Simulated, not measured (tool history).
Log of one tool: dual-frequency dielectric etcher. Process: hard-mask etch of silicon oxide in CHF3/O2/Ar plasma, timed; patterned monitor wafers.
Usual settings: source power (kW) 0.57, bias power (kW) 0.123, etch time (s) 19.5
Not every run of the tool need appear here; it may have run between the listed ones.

run	hour	source power (kW)	bias power (kW)	etch time (s)	read-back reference wafer on the same gauge, depth_nm	mean etch depth across the wafer (angstrom)
1	0	0.57	0.123	23	38.81	413.1
2	14.5	0.57	0.123	23	38.79	412.6
3	26.4	0.63	0.123	19.5	38.8	362.6
4	33.1	0.63	0.123	19.5	38.78	362.8
5	46.2	0.57	0.115	19.5	38.81	344.3
6	62.4	0.57	0.123	19.5	38.78	349.8
7	70.7	0.57	0.123	19.5	38.79	350.1
8	80.8	0.57	0.123	19.5	38.79	350
9	96.2	0.57	0.123	19.5	38.81	350.8
10	111	0.57	0.123	19.5	38.79	351.1
# hour 117.2: gauge calibrated
11	127.5	0.57	0.123	19.5	38.8	352.2
12	133.8	0.63	0.105	19.5	38.79	348.5
# hour 161.5: upper electrode replaced
13	162	0.57	0.123	19.5	38.8	350.9
14	162.3	0.57	0.123	19.5	38.8	350.6
15	168	0.65	0.108	21.5	38.8	392.3
16	178.3	0.61	0.123	21	38.81	386.9
# hour 188.2: bias power generator calibrated
17	188.7	0.57	0.123	19.5	38.8	351.4
18	197.4	0.53	0.141	19.5	38.8	355.5
# hour 211.8: source power generator calibrated
19	212.3	0.57	0.132	19.5	38.82	357.5
20	220.3	0.44	0.095	24.5	38.82	378.5
21	228.4	0.51	0.108	14	38.78	235.8
22	236.2	0.57	0.123	19.5	38.78	351
23	243.2	0.67	0.123	19.5	38.8	373.2
24	256.7	0.46	0.123	19.5	38.79	328.5
25	263.9	0.57	0.123	19.5	38.81	351.8
26	281.9	0.57	0.147	19.5	38.81	369.9
# hour 307.2: wet clean of the chamber
27	328.9	0.57	0.123	19.5	38.8	347.5
28	372.6	0.57	0.123	15.5	38.79	276.8
29	388	0.57	0.123	19.5	38.81	347.9

Here are 3 independent what-if runs from the current tool condition. What would each one return?
A	388.4	0.57	0.123	19.5	?	?
B	388.4	0.52	0.108	16.5	?	?
C	388.4	0.57	0.123	25.5	?	?

run	read-back reference wafer on the same gauge, depth_nm	mean etch depth across the wafer (angstrom)
A	38.82	347.6
B	38.82	275.5
C	38.82	454.6
Stripped of hidden state, with their random variation kept, the same runs would have yielded:
run	mean etch depth across the wafer (angstrom)
A	347
B	275
C	453.8

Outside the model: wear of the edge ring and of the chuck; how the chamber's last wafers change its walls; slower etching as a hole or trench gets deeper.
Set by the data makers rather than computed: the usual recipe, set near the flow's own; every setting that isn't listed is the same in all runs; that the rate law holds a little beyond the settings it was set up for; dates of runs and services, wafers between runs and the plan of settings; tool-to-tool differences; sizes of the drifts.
